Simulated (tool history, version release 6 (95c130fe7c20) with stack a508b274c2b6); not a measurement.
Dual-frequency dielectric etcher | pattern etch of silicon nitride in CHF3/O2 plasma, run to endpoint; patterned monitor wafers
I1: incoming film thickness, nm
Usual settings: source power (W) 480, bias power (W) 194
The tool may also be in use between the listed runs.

run 1 hour=0 | source_power_(W)=480 bias_power_(W)=194 | I1=65.7 | endpoint_time_(s)=45.9
-- hour=34.3 wet clean of the chamber
run 2 hour=34.8 | source_power_(W)=480 bias_power_(W)=194 | I1=66.1 | endpoint_time_(s)=45.3
run 3 hour=75.6 | source_power_(W)=480 bias_power_(W)=194 | I1=66.6 | endpoint_time_(s)=45.8
run 4 hour=106 | source_power_(W)=480 bias_power_(W)=194 | I1=66 | endpoint_time_(s)=46
run 5 hour=159.1 | source_power_(W)=390 bias_power_(W)=168 | I1=65.7 | endpoint_time_(s)=52.3
run 6 hour=222.1 | source_power_(W)=390 bias_power_(W)=168 | I1=65.2 | endpoint_time_(s)=52
run 7 hour=291.7 | source_power_(W)=480 bias_power_(W)=194 | I1=66.1 | endpoint_time_(s)=45.5
run 8 hour=353.2 | source_power_(W)=480 bias_power_(W)=194 | I1=65.1 | endpoint_time_(s)=45.6
run 9 hour=384.7 | source_power_(W)=480 bias_power_(W)=194 | I1=66.5 | endpoint_time_(s)=46.3
run 10 hour=412.9 | source_power_(W)=540 bias_power_(W)=194 | I1=66.8 | endpoint_time_(s)=44.1
run 11 hour=463.4 | source_power_(W)=480 bias_power_(W)=194 | I1=65.8 | endpoint_time_(s)=45.6
-- hour=590.9 wet clean of the chamber
run 12 hour=591.4 | source_power_(W)=480 bias_power_(W)=194 | I1=65.5 | endpoint_time_(s)=45.2
run 13 hour=627.8 | source_power_(W)=480 bias_power_(W)=181 | I1=65.9 | endpoint_time_(s)=47.1
run 14 hour=668.2 | source_power_(W)=480 bias_power_(W)=181 | I1=65.5 | endpoint_time_(s)=46.7
run 15 hour=707.1 | source_power_(W)=480 bias_power_(W)=181 | I1=65.8 | endpoint_time_(s)=46.8
run 16 hour=779.1 | source_power_(W)=480 bias_power_(W)=194 | I1=65.9 | endpoint_time_(s)=45.6
run 17 hour=841.7 | source_power_(W)=480 bias_power_(W)=194 | I1=65.6 | endpoint_time_(s)=45.2
run 18 hour=873.4 | source_power_(W)=380 bias_power_(W)=146 | I1=65.9 | endpoint_time_(s)=56.6
run 19 hour=938 | source_power_(W)=400 bias_power_(W)=214 | I1=66 | endpoint_time_(s)=46.8
run 20 hour=993.1 | source_power_(W)=480 bias_power_(W)=170 | I1=66.2 | endpoint_time_(s)=48.5
-- hour=1025.4 upper electrode replaced, of another model than before
run 21 hour=1041.1 | source_power_(W)=370 bias_power_(W)=240 | I1=65.9 | endpoint_time_(s)=45.3
-- hour=1102 wet clean of the chamber
run 22 hour=1105.5 | source_power_(W)=380 bias_power_(W)=209 | I1=65.7 | endpoint_time_(s)=49.7
-- hour=1155.2 source power generator calibrated
run 23 hour=1163.7 | source_power_(W)=480 bias_power_(W)=215 | I1=65.4 | endpoint_time_(s)=41
-- hour=1170.1 bias power generator calibrated
run 24 hour=1230.6 | source_power_(W)=390 bias_power_(W)=168 | I1=66.5 | endpoint_time_(s)=56.6
run 25 hour=1272.3 | source_power_(W)=480 bias_power_(W)=194 | I1=65.6 | endpoint_time_(s)=44.8
run 26 hour=1333.7 | source_power_(W)=480 bias_power_(W)=194 | I1=66.9 | endpoint_time_(s)=45.9
run 27 hour=1391.5 | source_power_(W)=410 bias_power_(W)=209 | I1=66.6 | endpoint_time_(s)=46.9
run 28 hour=1447 | source_power_(W)=580 bias_power_(W)=179 | I1=65.8 | endpoint_time_(s)=43.2
run 29 hour=1493.2 | source_power_(W)=390 bias_power_(W)=154 | I1=66.3 | endpoint_time_(s)=61.4
run 30 hour=1543.3 | source_power_(W)=360 bias_power_(W)=232 | I1=65.2 | endpoint_time_(s)=46.7
run 31 hour=1618.2 | source_power_(W)=400 bias_power_(W)=214 | I1=66 | endpoint_time_(s)=47.4
-- hour=1673.4 wet clean of the chamber
run 32 hour=1745.1 | source_power_(W)=440 bias_power_(W)=217 | I1=65.3 | endpoint_time_(s)=43.8
run 33 hour=1806.1 | source_power_(W)=370 bias_power_(W)=216 | I1=66.1 | endpoint_time_(s)=49.5
run 34 hour=1834.9 | source_power_(W)=480 bias_power_(W)=215 | I1=65.9 | endpoint_time_(s)=42.4
run 35 hour=1898.6 | source_power_(W)=530 bias_power_(W)=223 | I1=65.7 | endpoint_time_(s)=39.1
run 36 hour=1956.6 | source_power_(W)=400 bias_power_(W)=214 | I1=65.7 | endpoint_time_(s)=47.2

Forecast each of these 3 alternatives for the next run:
run A hour=1957 | source_power_(W)=480 bias_power_(W)=194 | I1=66.2 | endpoint_time_(s)=?
run B hour=1957 | source_power_(W)=540 bias_power_(W)=159 | I1=66.2 | endpoint_time_(s)=?
run C hour=1957 | source_power_(W)=480 bias_power_(W)=237 | I1=66.2 | endpoint_time_(s)=?

run=A endpoint_time_(s)=45.7
run=B endpoint_time_(s)=50.2
run=C endpoint_time_(s)=39.9
Without the tool's hidden state the same runs would have given:
run=A endpoint_time_(s)=44.7
run=B endpoint_time_(s)=49.1
run=C endpoint_time_(s)=39
